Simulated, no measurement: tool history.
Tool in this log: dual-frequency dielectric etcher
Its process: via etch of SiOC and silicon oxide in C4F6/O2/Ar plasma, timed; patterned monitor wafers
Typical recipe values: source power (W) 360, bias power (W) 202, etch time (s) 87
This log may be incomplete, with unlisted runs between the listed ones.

run,day,source power (W),bias power (W),etch time (s),"read-back reference wafer on the same gauge, depth_nm",mean etch depth across the wafer (nm)
1,0,320,202,87,130.4,105.5
# day 0.492: source power generator calibrated
2,0.6,360,202,87,130.6,110.4
3,2.354,360,202,87,130.7,111.1
4,3.088,360,202,87,130.7,110.5
5,6.396,360,202,87,130.6,110.7
6,7.458,360,202,87,130.8,110.3
7,10.8,300,202,87,130.9,102.9
8,11.846,440,202,87,131,120.6
9,14.804,410,202,87,131,116.6
# day 15.129: bias power generator calibrated
10,15.904,360,202,87,131,110.6
11,16.988,440,168,97.5,131.1,128
# day 18.967: wet clean of the chamber
12,18.988,290,202,110,131.3,129.1
13,19.004,360,202,87,131,112.2
14,19.388,360,231,74.5,131.3,99.4
# day 20.7: gauge calibrated
# day 21.183: upper electrode replaced
15,21.204,360,202,108.5,128.9,135.9
16,21.217,360,202,87,129,110
17,23.008,360,202,76.5,129.3,95.9
18,24.038,290,202,99,129.3,113.9
19,25.358,280,246,87,129.2,104.4
20,26.342,360,202,87,129.4,109.3
21,26.85,280,167,106,129.3,112.5
22,27.988,330,202,79.5,129.1,96.6
23,28.933,360,202,87,129.5,110.1
24,29.796,310,202,87,129.3,103
25,31.471,360,202,87,129.6,110.5
26,32.675,300,154,72.5,129.8,77.7
27,33.554,360,202,77,129.4,97.4
28,34.467,360,223,78.5,129.8,102.4
29,35.354,360,230,87,129.6,114.2
30,35.879,430,176,110.5,129.7,144.4
31,36.979,400,202,69,129.7,91.2

How would selected steps in mean etch depth across the wafer (nm) from run to run divide? Give the signed amount a tool lacking its hidden state would still show from settings, what came in and random variation, and the signed amount left for the hidden state, including any gauge scatter that is not in both of the compared results.
Unlogged tool condition in this case: etch rate over this chamber's usual, %; source power that arrives over what is set, %; bias power that arrives over what is set, %; gauge reads high (%).
Run 7 -> 8: source power (W) 300 -> 440. mean etch depth across the wafer (nm) +17.7: hidden state +0.3, all else +17.4.
Run 10 -> 11: source power (W) 360 -> 440, bias power (W) 202 -> 168, etch time (s) 87 -> 97.5. mean etch depth across the wafer (nm) +17.4: hidden state +0.3, all else +17.1.
Run 14 -> 15: bias power (W) 231 -> 202, etch time (s) 74.5 -> 108.5, gauge calibrated, upper electrode replaced. mean etch depth across the wafer (nm) +36.5: hidden state -1.6, all else +38.1.
Run 25 -> 26: source power (W) 360 -> 300, bias power (W) 202 -> 154, etch time (s) 87 -> 72.5. mean etch depth across the wafer (nm) -32.8: hidden state -0.2, all else -32.6.
Run 30 -> 31: source power (W) 430 -> 400, bias power (W) 176 -> 202, etch time (s) 110.5 -> 69. mean etch depth across the wafer (nm) -53.2: hidden state -0.2, all else -53.

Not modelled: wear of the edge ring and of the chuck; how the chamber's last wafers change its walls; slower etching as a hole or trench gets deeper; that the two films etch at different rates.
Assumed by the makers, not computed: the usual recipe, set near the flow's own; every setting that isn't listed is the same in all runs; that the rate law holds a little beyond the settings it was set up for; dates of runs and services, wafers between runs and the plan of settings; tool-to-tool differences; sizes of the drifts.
